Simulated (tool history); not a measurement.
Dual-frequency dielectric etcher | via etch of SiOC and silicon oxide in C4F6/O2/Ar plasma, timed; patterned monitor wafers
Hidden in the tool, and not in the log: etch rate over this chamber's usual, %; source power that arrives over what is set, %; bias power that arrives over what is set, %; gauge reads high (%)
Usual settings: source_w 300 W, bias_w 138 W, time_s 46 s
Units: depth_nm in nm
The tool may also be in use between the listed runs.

run	hour	source_w	bias_w	time_s	wafers since the last listed run	hours since the last wet clean	hours since the last source power generator calibration	hours since the last bias power generator calibration	hours since the last upper electrode change	hours since the gauge calibration	read-back reference wafer on the same gauge, depth_nm	depth_nm
1	0	300	147	46	0	94.7	3101.5	2952.7	5027.1	989.1	33.55	39.11
2	69.2	300	147	46	1072	163.9	3170.7	3021.9	5096.3	1058.3	33.43	38.97
3	98.3	300	162	46	451	193	3199.8	3051	5125.4	1087.4	33.52	39.8
4	160.8	300	138	46	968	255.5	3262.3	3113.5	5187.9	1149.9	33.48	37.95
5	190.3	300	138	46	457	285	3291.8	3143	5217.4	1179.4	33.45	37.28
6	260.4	300	138	46	1086	355.1	3361.9	3213.1	5287.5	1249.5	33.45	37.18
# hour 296.2: wet clean of the chamber
7	296.7	300	138	46	190	0.5	3398.2	3249.4	5323.8	1285.8	33.63	38.38
# hour 350.8: upper electrode replaced
8	351.3	300	138	46	474	55.1	3452.8	3304	0.5	1340.4	33.48	38.47
# hour 381.5: source power generator calibrated
# hour 392.8: gauge calibrated
# hour 405.7: bias power generator calibrated
9	413.2	300	138	46	835	117	31.7	7.5	62.4	20.4	33.56	37.86
10	453.7	300	138	46	627	157.5	72.2	48	102.9	60.9	33.55	37.49
11	481.9	300	138	46	437	185.7	100.4	76.2	131.1	89.1	33.42	37.8
12	534.4	340	138	57	813	238.2	152.9	128.7	183.6	141.6	33.47	48.86
13	563	340	138	50	443	266.8	181.5	157.3	212.2	170.2	33.48	42.72
14	628.2	300	121	46	1010	332	246.7	222.5	277.4	235.4	33.6	35.63
15	680.3	300	138	46	807	384.1	298.8	274.6	329.5	287.5	33.49	36.84
# hour 714: wet clean of the chamber
16	714.5	300	149	51.5	158	0.5	333	308.8	363.7	321.7	33.51	44.01
17	850.6	370	138	46	2109	136.6	469.1	444.9	499.8	457.8	33.49	41.58
18	905.1	330	172	57.5	844	191.1	523.6	499.4	554.3	512.3	33.43	53.07
19	952.7	360	138	46	737	238.7	571.2	547	601.9	559.9	33.46	40.48
20	1019.3	360	109	59	1032	305.3	637.8	613.6	668.5	626.5	33.53	48.07
21	1075.1	360	159	53.5	864	361.1	693.6	669.4	724.3	682.3	33.48	48.81
22	1140.6	330	172	57.5	1015	426.6	759.1	734.9	789.8	747.8	33.49	51.27
# hour 1188.4: wet clean of the chamber
23	1202	300	138	46	579	13.6	820.5	796.3	851.2	809.2	33.47	37.99
24	1247.8	300	167	46	709	59.4	866.3	842.1	897	855	33.5	40.44
25	1277.8	240	106	51	465	89.4	896.3	872.1	927	885	33.47	34.57
26	1310.9	270	129	46	513	122.5	929.4	905.2	960.1	918.1	33.56	35.62
27	1371.9	300	138	38.5	945	183.5	990.4	966.2	1021.1	979.1	33.46	31.91
28	1427.5	300	138	46	861	239.1	1046	1021.8	1076.7	1034.7	33.58	37.17
29	1458.7	350	108	51	483	270.3	1077.2	1053	1107.9	1065.9	33.54	41.3

Forecast each of these 5 alternatives for the next run:
A	1459.1	300	138	46	6	270.7	1077.6	1053.4	1108.3	1066.3	?	?
B	1459.1	300	138	38	6	270.7	1077.6	1053.4	1108.3	1066.3	?	?
C	1459.1	370	113	55	6	270.7	1077.6	1053.4	1108.3	1066.3	?	?
D	1459.1	250	138	40.5	6	270.7	1077.6	1053.4	1108.3	1066.3	?	?
E	1459.1	300	138	32.5	6	270.7	1077.6	1053.4	1108.3	1066.3	?	?

run	read-back reference wafer on the same gauge, depth_nm	depth_nm
A	33.6	37.01
B	33.6	30.57
C	33.6	45.79
D	33.6	29.91
E	33.6	26.15
Without the tool's hidden state the same runs would have given:
run	depth_nm
A	38.36
B	31.69
C	47.46
D	31
E	27.1
